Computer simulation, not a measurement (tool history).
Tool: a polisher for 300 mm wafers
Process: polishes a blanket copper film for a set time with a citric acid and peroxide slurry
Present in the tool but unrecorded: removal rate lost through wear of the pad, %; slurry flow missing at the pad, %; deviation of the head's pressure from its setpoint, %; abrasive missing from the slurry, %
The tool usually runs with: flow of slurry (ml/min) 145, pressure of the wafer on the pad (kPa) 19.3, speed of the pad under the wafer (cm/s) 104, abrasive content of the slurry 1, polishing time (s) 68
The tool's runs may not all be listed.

run,day,flow of slurry (ml/min),pressure of the wafer on the pad (kPa),speed of the pad under the wafer (cm/s),abrasive content of the slurry,polishing time (s),wafers since the last listed run,wafers polished on this pad,hours since the slurry nozzle was cleaned,hours since the head pressure was calibrated,hours since the slurry blender was calibrated,"incoming thickness of the incoming film, nm",film removed (Å)
1,0,145,19.3,104,1,68,0,1290,406,244.7,71.1,1155.8,1385
2,1.479,145,19.3,104,1,68,390,1680,441.5,280.2,106.6,1176.5,1396
3,3.121,145,19.3,104,1,68,433,2113,480.9,319.6,146,1154.3,1352
4,6.954,145,19.3,104,1,68,1011,3125,572.9,411.6,238,1151.6,1361
5,8.921,145,19.3,104,1,68,519,3644,620.1,458.8,285.2,1159.9,1327
6,11.088,145,19.3,104,1,68,571,4216,672.1,510.8,337.2,1173.6,1297
7,13.546,145,19.3,104,1,68,648,4865,731.1,569.8,396.2,1167.3,1259
# day 14.096: worn pad replaced by a new one
# day 14.188: slurry blender recalibrated
8,15.954,145,19.3,104,1,68,569,468,788.9,627.6,42.4,1165.4,1401
# day 21.838: slurry nozzle cleaned
9,22.617,145,19.3,104,1,83,1747,2216,18.7,787.5,202.3,1168,1741
10,25.121,145,19.3,104,1,68,660,2877,78.8,847.6,262.4,1160.7,1395
11,27.925,145,19.3,104,1,68,740,3617,146.1,914.9,329.7,1146.8,1367
# day 29.708: slurry blender recalibrated
12,30.354,145,19.3,104,0.75,68,619,4236,204.4,973.2,15.5,1172.7,1359
13,31.846,105,19.3,134,1,44,393,4630,240.2,1009,51.3,1179,1070
# day 32.021: worn pad replaced by a new one
14,32.912,115,19.3,104,1,48,237,235,265.8,1034.6,76.9,1180.4,942
15,35.279,145,22.1,88,1,68,624,859,322.6,1091.4,133.7,1174.6,1344
# day 42.946: head pressure recalibrated
16,43.621,145,19.3,104,1,68,2179,3039,522.8,16.2,333.9,1163.7,1304
17,46.325,145,19.3,104,1,68,713,3753,587.7,81.1,398.8,1188.1,1278
# day 46.7: slurry blender recalibrated
# day 47.492: worn pad replaced by a new one
18,54.388,145,19.3,104,0.85,68,2062,1819,781.2,274.6,184.5,1146.7,1368
19,56.592,145,19.3,128,1,68,581,2401,834.1,327.5,237.4,1150.9,1655
20,58.425,145,19.3,104,0.75,55,483,2885,878.1,371.5,281.4,1172.5,1026
# day 60.475: slurry nozzle cleaned
21,60.812,145,19.3,104,1,68,619,3504,8.1,428.8,338.7,1174,1403
# day 62.858: slurry blender recalibrated
# day 63.438: worn pad replaced by a new one
22,63.604,125,19.3,136,1,79,670,44,75.1,495.8,17.9,1152.4,2133
23,65.658,145,19.3,104,1,68,542,586,124.4,545.1,67.2,1162.1,1412
24,66.825,145,13.1,104,1,68,307,894,152.4,573.1,95.2,1193.7,1033
25,69.146,145,19.3,104,0.9,68,612,1507,208.1,628.8,150.9,1177.6,1360
26,70.375,145,23.4,104,1,68,324,1831,237.6,658.3,180.4,1163,1700
27,71.667,145,15.2,104,1,60,340,2172,268.6,689.3,211.4,1170.1,993
28,73.792,145,19.3,104,1.25,68,560,2733,319.6,740.3,262.4,1173.5,1455
29,75.742,105,22.1,104,0.85,61,514,3247,366.4,787.1,309.2,1152.6,1220

Branching from run 29: 5 alternative next runs. What would each branch give?
A,75.758,145,19.3,104,1,68,4,3252,366.8,787.5,309.6,1160.6,?
B,75.758,145,19.3,104,0.9,52,4,3252,366.8,787.5,309.6,1160.6,?
C,75.758,145,24.1,104,0.7,81,4,3252,366.8,787.5,309.6,1160.6,?
D,75.758,185,19.3,104,0.85,54,4,3252,366.8,787.5,309.6,1160.6,?
E,75.758,145,15.2,104,1.2,68,4,3252,366.8,787.5,309.6,1160.6,?

run,film removed (Å)
A,1374
B,1031
C,1888
D,1116
E,1144
With the hidden condition removed and each run's random variation left untouched, the same runs would have given:
run,film removed (Å)
A,1505
B,1129
C,2065
D,1210
E,1255

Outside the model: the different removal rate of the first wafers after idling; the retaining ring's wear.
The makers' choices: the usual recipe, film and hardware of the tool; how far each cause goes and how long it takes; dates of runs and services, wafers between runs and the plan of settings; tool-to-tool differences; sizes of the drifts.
